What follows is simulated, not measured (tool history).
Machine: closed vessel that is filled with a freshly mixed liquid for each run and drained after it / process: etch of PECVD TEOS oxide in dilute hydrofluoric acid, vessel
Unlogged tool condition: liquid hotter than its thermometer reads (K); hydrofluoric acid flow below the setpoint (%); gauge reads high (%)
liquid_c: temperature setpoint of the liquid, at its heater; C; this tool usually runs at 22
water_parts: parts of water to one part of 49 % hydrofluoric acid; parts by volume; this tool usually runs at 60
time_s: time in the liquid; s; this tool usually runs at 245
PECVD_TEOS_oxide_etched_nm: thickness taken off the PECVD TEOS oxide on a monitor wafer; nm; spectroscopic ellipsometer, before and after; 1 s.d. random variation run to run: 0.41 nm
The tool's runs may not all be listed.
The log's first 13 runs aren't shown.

run   hour  liquid_c  water_parts  time_s  wafers since the last listed run  hours since the thermometer was replaced  hours since the hydrofluoric acid flow meter was replaced  hours since the gauge calibration  read-back film thickness of the PECVD TEOS oxide reference wafer, read on the same gauge (nm)  PECVD_TEOS_oxide_etched_nm
 14  289.9        22           45     180                              2007                                      1671                                                       2455                              384.9                                                                                         110.01                       55.37
     379.4  -- thermometer replaced
 15  383.1        27           50     155                              6068                                       3.7                                                     2548.2                              478.1                                                                                            110                       51.75
 16  397.4        20           70     150                               941                                        18                                                     2562.5                              492.4                                                                                         109.97                       26.09
 17  416.4        22           60     245                              1250                                        37                                                     2581.5                              511.4                                                                                            110                        54.1
     419.7  -- gauge calibrated
 18  428.5        22           40     200                               796                                      49.1                                                     2593.6                                8.8                                                                                            110                       68.93
 19  451.5        19           60     245                              1513                                      72.1                                                     2616.6                               31.8                                                                                         109.99                       48.71
 20  463.7        26           60     245                               802                                      84.3                                                     2628.8                                 44                                                                                         109.99                       65.02
 21  497.2        22           60     285                              2204                                     117.8                                                     2662.3                               77.5                                                                                         110.01                       64.11
 22  523.9        22           60     245                              1757                                     144.5                                                       2689                              104.2                                                                                         109.99                        54.5
 23  554.6        22           60     245                              2020                                     175.2                                                     2719.7                              134.9                                                                                            110                       55.32
 24  587.8      23.5           60     245                              2185                                     208.4                                                     2752.9                              168.1                                                                                            110                       57.61
     589.6  -- hydrofluoric acid flow meter replaced
 25  618.5        22           60     245                              1954                                     239.1                                                       28.9                              198.8                                                                                            110                       55.66
 26  636.7      23.5           60     245                              1197                                     257.3                                                       47.1                                217                                                                                         109.98                       58.86
 27  660.9      24.5           85     245                              1592                                     281.5                                                       71.3                              241.2                                                                                         109.99                       41.67
 28  686.1        22           60     245                              1658                                     306.7                                                       96.5                              266.4                                                                                            110                       54.63
 29  705.3        20           50     245                              1263                                     325.9                                                      115.7                              285.6                                                                                         109.96                       61.17
 30  720.9        22           60     325                              1026                                     341.5                                                      131.3                              301.2                                                                                         109.96                       73.21
 31  744.1      17.5           40     360                              1526                                     364.7                                                      154.5                              324.4                                                                                         110.03                      102.22
 32  759.9        22           60     245                              1039                                     380.5                                                      170.3                              340.2                                                                                         109.99                       55.14
 33  791.9        22           60     245                              2106                                     412.5                                                      202.3                              372.2                                                                                            110                       54.45
 34  818.8        22           60     390                              1770                                     439.4                                                      229.2                              399.1                                                                                         109.99                        87.4

Branching from run 34: 3 alternative next runs. What would each branch give?
  A  819.5        22           60     375                                46                                     440.1                                                      229.9                              399.8                                                                                              ?                           ?
  B  819.5        19           60     160                                46                                     440.1                                                      229.9                              399.8                                                                                              ?                           ?
  C  819.5        22           60     110                                46                                     440.1                                                      229.9                              399.8                                                                                              ?                           ?

run  read-back film thickness of the PECVD TEOS oxide reference wafer, read on the same gauge (nm)  PECVD_TEOS_oxide_etched_nm
  A                                                                                         109.97                       84.27
  B                                                                                         109.97                        31.7
  C                                                                                         109.97                       24.72
With the hidden condition removed and each run's random variation left untouched, the same runs would have given:
run  PECVD_TEOS_oxide_etched_nm
  A                       84.27
  B                        31.7
  C                       24.72

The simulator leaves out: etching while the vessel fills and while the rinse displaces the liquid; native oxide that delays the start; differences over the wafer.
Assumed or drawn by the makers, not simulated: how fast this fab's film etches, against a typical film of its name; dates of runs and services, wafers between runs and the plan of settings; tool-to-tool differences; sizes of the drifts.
